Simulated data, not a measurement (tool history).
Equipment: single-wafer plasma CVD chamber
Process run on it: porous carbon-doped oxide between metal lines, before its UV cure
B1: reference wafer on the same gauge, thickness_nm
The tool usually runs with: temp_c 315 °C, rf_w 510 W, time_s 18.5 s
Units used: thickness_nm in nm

{"run": 1, "hour": 0.0, "temp_c": 315, "rf_w": 460, "time_s": 18.5, "B1": 93.928, "thickness_nm": 83.58}
{"run": 2, "hour": 106.8, "temp_c": 315, "rf_w": 460, "time_s": 18.5, "B1": 94.083, "thickness_nm": 83.055}
{"run": 3, "hour": 201.4, "temp_c": 315, "rf_w": 510, "time_s": 18.5, "B1": 94.071, "thickness_nm": 87.088}
{"run": 4, "hour": 305.9, "temp_c": 315, "rf_w": 510, "time_s": 18.5, "B1": 94.009, "thickness_nm": 86.882}
{"run": 5, "hour": 350.9, "temp_c": 315, "rf_w": 510, "time_s": 18.5, "B1": 94.045, "thickness_nm": 86.363}
{"run": 6, "hour": 455.9, "temp_c": 304, "rf_w": 510, "time_s": 16.0, "B1": 93.991, "thickness_nm": 79.101}
{"run": 7, "hour": 539.2, "temp_c": 315, "rf_w": 510, "time_s": 18.5, "B1": 93.988, "thickness_nm": 86.773}
{"run": 8, "hour": 586.5, "temp_c": 315, "rf_w": 510, "time_s": 18.5, "B1": 93.965, "thickness_nm": 86.713}
{"hour": 643.7, "done": "RF generator calibrated"}
{"run": 9, "hour": 723.0, "temp_c": 315, "rf_w": 510, "time_s": 18.5, "B1": 93.985, "thickness_nm": 86.269}
{"run": 10, "hour": 825.6, "temp_c": 315, "rf_w": 510, "time_s": 18.5, "B1": 93.965, "thickness_nm": 86.207}
{"run": 11, "hour": 872.0, "temp_c": 315, "rf_w": 510, "time_s": 18.5, "B1": 93.998, "thickness_nm": 86.499}
{"run": 12, "hour": 959.8, "temp_c": 315, "rf_w": 510, "time_s": 19.8, "B1": 93.9, "thickness_nm": 92.051}
{"run": 13, "hour": 1046.4, "temp_c": 315, "rf_w": 510, "time_s": 19.8, "B1": 94.048, "thickness_nm": 91.792}
{"run": 14, "hour": 1106.2, "temp_c": 319, "rf_w": 600, "time_s": 16.7, "B1": 93.997, "thickness_nm": 81.92}
{"run": 15, "hour": 1161.7, "temp_c": 315, "rf_w": 510, "time_s": 18.5, "B1": 94.029, "thickness_nm": 86.153}
{"hour": 1237.7, "done": "thermocouple changed; heater temperature recalibrated"}
{"run": 16, "hour": 1266.4, "temp_c": 320, "rf_w": 465, "time_s": 20.2, "B1": 93.996, "thickness_nm": 90.106}
{"run": 17, "hour": 1311.5, "temp_c": 321, "rf_w": 455, "time_s": 17.2, "B1": 94.092, "thickness_nm": 75.637}
{"run": 18, "hour": 1372.2, "temp_c": 315, "rf_w": 610, "time_s": 18.5, "B1": 94.047, "thickness_nm": 94.59}
{"run": 19, "hour": 1435.2, "temp_c": 302, "rf_w": 465, "time_s": 18.5, "B1": 94.16, "thickness_nm": 89.356}
{"run": 20, "hour": 1506.1, "temp_c": 303, "rf_w": 560, "time_s": 21.0, "B1": 94.09, "thickness_nm": 107.88}
{"run": 21, "hour": 1554.2, "temp_c": 329, "rf_w": 425, "time_s": 21.3, "B1": 93.973, "thickness_nm": 87.58}
{"run": 22, "hour": 1612.1, "temp_c": 321, "rf_w": 435, "time_s": 17.4, "B1": 94.05, "thickness_nm": 75.019}
{"hour": 1637.1, "done": "gauge calibrated"}
{"hour": 1708.7, "done": "showerhead replaced"}
{"run": 23, "hour": 1709.2, "temp_c": 300, "rf_w": 540, "time_s": 21.9, "B1": 93.999, "thickness_nm": 111.648}
{"run": 24, "hour": 1927.1, "temp_c": 315, "rf_w": 510, "time_s": 18.5, "B1": 94.018, "thickness_nm": 86.272}
{"run": 25, "hour": 2009.9, "temp_c": 302, "rf_w": 510, "time_s": 18.5, "B1": 94.008, "thickness_nm": 91.928}
{"hour": 2170.6, "done": "RF generator calibrated"}
{"run": 26, "hour": 2333.6, "temp_c": 315, "rf_w": 510, "time_s": 18.5, "B1": 93.997, "thickness_nm": 86.065}
{"run": 27, "hour": 2395.9, "temp_c": 315, "rf_w": 510, "time_s": 18.5, "B1": 93.982, "thickness_nm": 86.049}
{"run": 28, "hour": 2489.3, "temp_c": 315, "rf_w": 510, "time_s": 18.5, "B1": 94.023, "thickness_nm": 86.018}
{"run": 29, "hour": 2527.3, "temp_c": 315, "rf_w": 590, "time_s": 20.1, "B1": 94.047, "thickness_nm": 98.879}
{"hour": 2535.9, "done": "thermocouple changed; heater temperature recalibrated"}
{"run": 30, "hour": 2606.7, "temp_c": 326, "rf_w": 590, "time_s": 15.3, "B1": 94.042, "thickness_nm": 73.937}
{"run": 31, "hour": 2693.5, "temp_c": 315, "rf_w": 510, "time_s": 18.5, "B1": 94.021, "thickness_nm": 87.236}
{"run": 32, "hour": 2800.9, "temp_c": 325, "rf_w": 510, "time_s": 18.5, "B1": 93.991, "thickness_nm": 83.316}
{"run": 33, "hour": 2892.9, "temp_c": 322, "rf_w": 420, "time_s": 21.3, "B1": 93.976, "thickness_nm": 89.194}

5 options for the next run, each taken on its own from the tool as it stands now. Forecast them:
{"run": "A", "hour": 2893.3, "temp_c": 315, "rf_w": 510, "time_s": 16.2, "B1": "?", "thickness_nm": "?"}
{"run": "B", "hour": 2893.3, "temp_c": 300, "rf_w": 465, "time_s": 14.9, "B1": "?", "thickness_nm": "?"}
{"run": "C", "hour": 2893.3, "temp_c": 304, "rf_w": 480, "time_s": 18.5, "B1": "?", "thickness_nm": "?"}
{"run": "D", "hour": 2893.3, "temp_c": 303, "rf_w": 445, "time_s": 21.1, "B1": "?", "thickness_nm": "?"}
{"run": "E", "hour": 2893.3, "temp_c": 323, "rf_w": 590, "time_s": 20.7, "B1": "?", "thickness_nm": "?"}

run=A B1=93.854 thickness_nm=76.260
run=B B1=93.854 thickness_nm=72.711
run=C B1=93.854 thickness_nm=88.993
run=D B1=93.854 thickness_nm=98.511
run=E B1=93.854 thickness_nm=99.104
The same runs, with their run-to-run variation unchanged, on a tool lacking any hidden condition would have given:
run=A thickness_nm=77.358
run=B thickness_nm=73.837
run=C thickness_nm=90.355
run=D thickness_nm=100.023
run=E thickness_nm=100.463

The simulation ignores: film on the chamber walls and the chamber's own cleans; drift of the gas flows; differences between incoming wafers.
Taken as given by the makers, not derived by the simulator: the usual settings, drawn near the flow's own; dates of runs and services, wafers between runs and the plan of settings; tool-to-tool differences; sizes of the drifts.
